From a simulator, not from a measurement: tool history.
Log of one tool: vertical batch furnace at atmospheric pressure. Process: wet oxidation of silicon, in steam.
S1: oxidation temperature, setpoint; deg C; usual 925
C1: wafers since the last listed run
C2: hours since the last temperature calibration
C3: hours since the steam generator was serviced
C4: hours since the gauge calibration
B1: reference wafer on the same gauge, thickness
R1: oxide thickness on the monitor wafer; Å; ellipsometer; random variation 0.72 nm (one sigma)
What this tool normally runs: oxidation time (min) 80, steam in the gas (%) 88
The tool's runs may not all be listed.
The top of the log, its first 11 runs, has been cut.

{"run": 12, "hour": 926.0, "S1": 925, "oxidation time (min)": 80, "steam in the gas (%)": 88, "C1": 1101, "C2": 3013.1, "C3": 1657.2, "C4": 762.4, "B1": 182.3, "R1": 2181.6}
{"run": 13, "hour": 1030.4, "S1": 925, "oxidation time (min)": 80, "steam in the gas (%)": 88, "C1": 1604, "C2": 3117.5, "C3": 1761.6, "C4": 866.8, "B1": 182.3, "R1": 2180.7}
{"run": 14, "hour": 1134.8, "S1": 925, "oxidation time (min)": 80, "steam in the gas (%)": 88, "C1": 1604, "C2": 3221.9, "C3": 1866, "C4": 971.2, "B1": 181.73, "R1": 2167.8}
{"run": 15, "hour": 1207.6, "S1": 925, "oxidation time (min)": 80, "steam in the gas (%)": 88, "C1": 1118, "C2": 3294.7, "C3": 1938.8, "C4": 1044, "B1": 181.63, "R1": 2157.4}
{"run": 16, "hour": 1311.0, "S1": 925, "oxidation time (min)": 80, "steam in the gas (%)": 88, "C1": 1589, "C2": 3398.1, "C3": 2042.2, "C4": 1147.4, "B1": 180.98, "R1": 2161.3}
{"hour": 1347.8, "done": "steam generator serviced"}
{"run": 17, "hour": 1348.3, "S1": 925, "oxidation time (min)": 80, "steam in the gas (%)": 88, "C1": 204, "C2": 3435.4, "C3": 0.5, "C4": 1184.7, "B1": 180.83, "R1": 2160.3}
{"run": 18, "hour": 1393.3, "S1": 925, "oxidation time (min)": 80, "steam in the gas (%)": 88, "C1": 691, "C2": 3480.4, "C3": 45.5, "C4": 1229.7, "B1": 180.65, "R1": 2159.9}
{"run": 19, "hour": 1471.4, "S1": 925, "oxidation time (min)": 80, "steam in the gas (%)": 88, "C1": 1200, "C2": 3558.5, "C3": 123.6, "C4": 1307.8, "B1": 180.26, "R1": 2149.7}
{"run": 20, "hour": 1513.5, "S1": 933, "oxidation time (min)": 45, "steam in the gas (%)": 88, "C1": 647, "C2": 3600.6, "C3": 165.7, "C4": 1349.9, "B1": 179.96, "R1": 1441.2}
{"run": 21, "hour": 1575.4, "S1": 925, "oxidation time (min)": 80, "steam in the gas (%)": 88, "C1": 951, "C2": 3662.5, "C3": 227.6, "C4": 1411.8, "B1": 179.85, "R1": 2156.6}

What will run 22 give?
{"run": 22, "hour": 1675.1, "S1": 925, "oxidation time (min)": 80, "steam in the gas (%)": 84, "C1": 1532, "C2": 3762.2, "C3": 327.3, "C4": 1511.5, "B1": "?", "R1": "?"}

B1: 179.1
R1: 2056.2 Å
On a tool with no hidden condition, and with the same random variation, this run would have come out at R1 2110 Å.

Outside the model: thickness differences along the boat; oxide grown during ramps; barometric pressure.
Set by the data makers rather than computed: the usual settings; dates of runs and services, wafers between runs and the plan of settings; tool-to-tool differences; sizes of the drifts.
